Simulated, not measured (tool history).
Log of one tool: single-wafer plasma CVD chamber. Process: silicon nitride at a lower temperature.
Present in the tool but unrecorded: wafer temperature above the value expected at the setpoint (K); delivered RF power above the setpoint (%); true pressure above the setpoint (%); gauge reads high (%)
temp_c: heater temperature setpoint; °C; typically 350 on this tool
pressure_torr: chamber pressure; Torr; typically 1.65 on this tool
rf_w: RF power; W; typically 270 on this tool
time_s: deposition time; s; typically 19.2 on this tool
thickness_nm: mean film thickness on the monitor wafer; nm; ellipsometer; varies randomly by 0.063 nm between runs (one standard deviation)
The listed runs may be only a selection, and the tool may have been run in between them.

run,hour,temp_c,pressure_torr,rf_w,time_s,wafers since the last listed run,hours since the last thermocouple change,hours since the last RF generator calibration,hours since the last manometer calibration,hours since the showerhead was replaced,hours since the gauge calibration,"read-back reference wafer on the same gauge, thickness_nm",thickness_nm
1,0,350,1.42,310,19.2,0,932.9,98.9,1272.2,19.3,4573.4,21.2,20.585
2,54.3,350,1.65,270,19.2,1023,987.2,153.2,1326.5,73.6,4627.7,21.214,18.863
# hour 123.3: thermocouple changed; heater temperature recalibrated
3,146,350,1.65,270,19.2,1577,22.7,244.9,1418.2,165.3,4719.4,21.205,18.798
4,188.7,336,1.44,285,19.2,804,65.4,287.6,1460.9,208,4762.1,21.201,19.254
# hour 251.5: gauge calibrated
5,284.6,350,1.65,270,19.2,1807,161.3,383.5,1556.8,303.9,33.1,21.176,18.695
6,386.9,350,1.65,270,19.2,1928,263.6,485.8,1659.1,406.2,135.4,21.196,18.776
7,435.9,350,1.65,270,19.2,923,312.6,534.8,1708.1,455.2,184.4,21.199,18.842
8,475.1,350,1.95,240,19.2,738,351.8,574,1747.3,494.4,223.6,21.225,17.529
9,517.9,346,1.65,270,21.5,806,394.6,616.8,1790.1,537.2,266.4,21.207,21.025
10,595.1,350,1.24,310,19.2,1455,471.8,694,1867.3,614.4,343.6,21.191,19.694
11,650.9,341,1.65,245,19.2,1051,527.6,749.8,1923.1,670.2,399.4,21.173,17.231
12,711.3,339,1.65,240,19.2,1138,588,810.2,1983.5,730.6,459.8,21.202,16.95
# hour 728.8: capacitance manometer re-zeroed and calibrated
13,939.9,361,1.65,325,19.2,4157,816.6,1038.8,211.1,959.2,688.4,21.207,21.438
14,1010.1,338,1.65,270,19.2,1323,886.8,1109,281.3,1029.4,758.6,21.18,18.811
15,1082.1,350,1.65,270,19.2,1357,958.8,1181,353.3,1101.4,830.6,21.187,18.671
16,1121.7,350,1.98,295,16,746,998.4,1220.6,392.9,1141,870.2,21.184,17.169
17,1186.4,338,1.95,235,21.9,1219,1063.1,1285.3,457.6,1205.7,934.9,21.182,19.528
18,1249.6,350,1.98,295,16,1191,1126.3,1348.5,520.8,1268.9,998.1,21.197,17.206
19,1315.5,350,1.4,270,21.3,1242,1192.2,1414.4,586.7,1334.8,1064,21.171,19.77
# hour 1393.8: thermocouple changed; heater temperature recalibrated
20,1395.5,350,1.91,270,22.9,1357,1.7,1494.4,666.7,1414.8,1144,21.204,22.667
21,1436.2,350,1.65,245,22.3,767,42.4,1535.1,707.4,1455.5,1184.7,21.194,19.708
22,1481.1,350,1.65,270,19.2,846,87.3,1580,752.3,1500.4,1229.6,21.219,18.435
23,1535.9,350,1.65,270,19.2,1032,142.1,1634.8,807.1,1555.2,1284.4,21.192,18.343
24,1593.8,350,1.65,270,19.2,1091,200,1692.7,865,1613.1,1342.3,21.189,18.342
25,1878.7,350,1.65,285,20.5,5369,484.9,1977.6,1149.9,1898,1627.2,21.189,20.337
26,1963.2,350,1.65,270,19.2,1592,569.4,2062.1,1234.4,1982.5,1711.7,21.206,18.133
# hour 2003.8: RF generator calibrated
27,2014.4,359,1.65,270,15.6,814,620.6,10.6,1285.6,2033.7,1762.9,21.205,15.295
28,2065.6,350,1.65,270,19.2,965,671.8,61.8,1336.8,2084.9,1814.1,21.216,18.804

Below are 4 alternative next runs, each starting from the tool's condition after run 28. Predict each:
A,2066,350,1.65,270,19.2,7,672.2,62.2,1337.2,2085.3,1814.5,?,?
B,2066,339,1.65,305,16.9,7,672.2,62.2,1337.2,2085.3,1814.5,?,?
C,2066,350,1.65,245,19.2,7,672.2,62.2,1337.2,2085.3,1814.5,?,?
D,2066,338,1.65,225,19.2,7,672.2,62.2,1337.2,2085.3,1814.5,?,?

run,"read-back reference wafer on the same gauge, thickness_nm",thickness_nm
A,21.202,18.924
B,21.202,18.426
C,21.202,17.455
D,21.202,16.287
With the hidden condition removed and each run's random variation left untouched, the same runs would have given:
run,thickness_nm
A,19.296
B,18.782
C,17.798
D,16.612

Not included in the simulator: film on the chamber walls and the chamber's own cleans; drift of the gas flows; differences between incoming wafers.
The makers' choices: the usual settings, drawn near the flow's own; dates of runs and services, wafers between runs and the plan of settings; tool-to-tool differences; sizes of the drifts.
